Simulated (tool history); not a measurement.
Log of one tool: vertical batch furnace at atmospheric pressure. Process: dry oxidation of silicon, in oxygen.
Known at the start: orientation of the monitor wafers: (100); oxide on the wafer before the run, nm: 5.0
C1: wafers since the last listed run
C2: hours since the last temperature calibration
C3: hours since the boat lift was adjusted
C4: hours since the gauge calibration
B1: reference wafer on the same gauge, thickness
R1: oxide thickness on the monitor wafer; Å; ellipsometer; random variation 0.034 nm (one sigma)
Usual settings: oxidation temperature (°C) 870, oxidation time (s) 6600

Run 1, hour 0.0: usual settings but oxidation time (s) 5310; C1 0; C2 3292.0; C3 2700.8; C4 110.3; B1 19.97. Result: R1 198.2 Å.
Run 2, hour 19.8: usual settings but oxidation time (s) 5310; C1 260; C2 3311.8; C3 2720.6; C4 130.1; B1 20.00. Result: R1 198.3 Å.
Run 3, hour 32.1: usual settings; C1 161; C2 3324.1; C3 2732.9; C4 142.4; B1 20.00. Result: R1 224.4 Å.
Run 4, hour 41.5: usual settings; C1 123; C2 3333.5; C3 2742.3; C4 151.8; B1 20.01. Result: R1 224.5 Å.
Run 5, hour 61.5: usual settings; C1 262; C2 3353.5; C3 2762.3; C4 171.8; B1 20.03. Result: R1 224.2 Å.
Run 6, hour 81.2: usual settings but oxidation temperature (°C) 881; C1 258; C2 3373.2; C3 2782.0; C4 191.5; B1 20.04. Result: R1 249.8 Å.
At hour 119.9: thermocouples replaced and temperature profile calibrated.
Run 7, hour 121.8: usual settings but oxidation temperature (°C) 881; C1 218; C2 1.9; C3 2822.6; C4 232.1; B1 20.08. Result: R1 250.4 Å.
Run 8, hour 144.8: usual settings but oxidation temperature (°C) 861, oxidation time (s) 4830; C1 302; C2 24.9; C3 2845.6; C4 255.1; B1 20.09. Result: R1 173.3 Å.
At hour 156.3: gauge calibrated.
Run 9, hour 158.2: usual settings but oxidation temperature (°C) 887; C1 176; C2 38.3; C3 2859.0; C4 1.9; B1 19.90. Result: R1 262.4 Å.
Run 10, hour 174.1: usual settings but oxidation temperature (°C) 887; C1 208; C2 54.2; C3 2874.9; C4 17.8; B1 19.91. Result: R1 262.5 Å.
Run 11, hour 194.6: usual settings but oxidation temperature (°C) 860, oxidation time (s) 5190; C1 269; C2 74.7; C3 2895.4; C4 38.3; B1 19.94. Result: R1 177.6 Å.
Run 12, hour 206.2: usual settings but oxidation temperature (°C) 855, oxidation time (s) 9090; C1 152; C2 86.3; C3 2907.0; C4 49.9; B1 19.95. Result: R1 234.1 Å.
Run 13, hour 218.3: usual settings but oxidation temperature (°C) 888, oxidation time (s) 4170; C1 159; C2 98.4; C3 2919.1; C4 62.0; B1 19.95. Result: R1 202.9 Å.
At hour 248.0: boat lift adjusted.
Run 14, hour 248.5: usual settings; C1 81; C2 128.6; C3 0.5; C4 92.2; B1 19.97. Result: R1 224.7 Å.
Run 15, hour 253.9: usual settings; C1 70; C2 134.0; C3 5.9; C4 97.6; B1 19.98. Result: R1 223.8 Å.
Run 16, hour 259.9: usual settings but oxidation temperature (°C) 847, oxidation time (s) 4080; C1 78; C2 140.0; C3 11.9; C4 103.6; B1 19.98. Result: R1 139.1 Å.
Run 17, hour 276.4: usual settings but oxidation temperature (°C) 895; C1 216; C2 156.5; C3 28.4; C4 120.1; B1 20.00. Result: R1 283.3 Å.
Run 18, hour 325.0: usual settings but oxidation temperature (°C) 848, oxidation time (s) 9480; C1 638; C2 205.1; C3 77.0; C4 168.7; B1 20.03. Result: R1 224.4 Å.
Run 19, hour 334.6: usual settings but oxidation time (s) 7440; C1 126; C2 214.7; C3 86.6; C4 178.3; B1 20.05. Result: R1 240.7 Å.
Run 20, hour 349.7: usual settings but oxidation temperature (°C) 885, oxidation time (s) 8040; C1 198; C2 229.8; C3 101.7; C4 193.4; B1 20.05. Result: R1 292.6 Å.

Forecast each of these 5 alternatives for the next run:
Run A, hour 355.3: usual settings; C1 73; C2 235.4; C3 107.3; C4 199.0; B1 ?. Result: R1 ?.
Run B, hour 355.3: usual settings but oxidation temperature (°C) 886, oxidation time (s) 9120; C1 73; C2 235.4; C3 107.3; C4 199.0; B1 ?. Result: R1 ?.
Run C, hour 355.3: usual settings but oxidation temperature (°C) 853, oxidation time (s) 4410; C1 73; C2 235.4; C3 107.3; C4 199.0; B1 ?. Result: R1 ?.
Run D, hour 355.3: usual settings but oxidation temperature (°C) 859, oxidation time (s) 4020; C1 73; C2 235.4; C3 107.3; C4 199.0; B1 ?. Result: R1 ?.
Run E, hour 355.3: usual settings but oxidation temperature (°C) 852, oxidation time (s) 4920; C1 73; C2 235.4; C3 107.3; C4 199.0; B1 ?. Result: R1 ?.

run     B1     R1
  A  20.06  225.5
  B  20.06  320.0
  C  20.06  153.7
  D  20.06  154.3
  E  20.06  161.6
Without the tool's hidden state the same runs would have given:
run     R1
  A  223.7
  B  317.5
  C  152.5
  D  153.0
  E  160.3
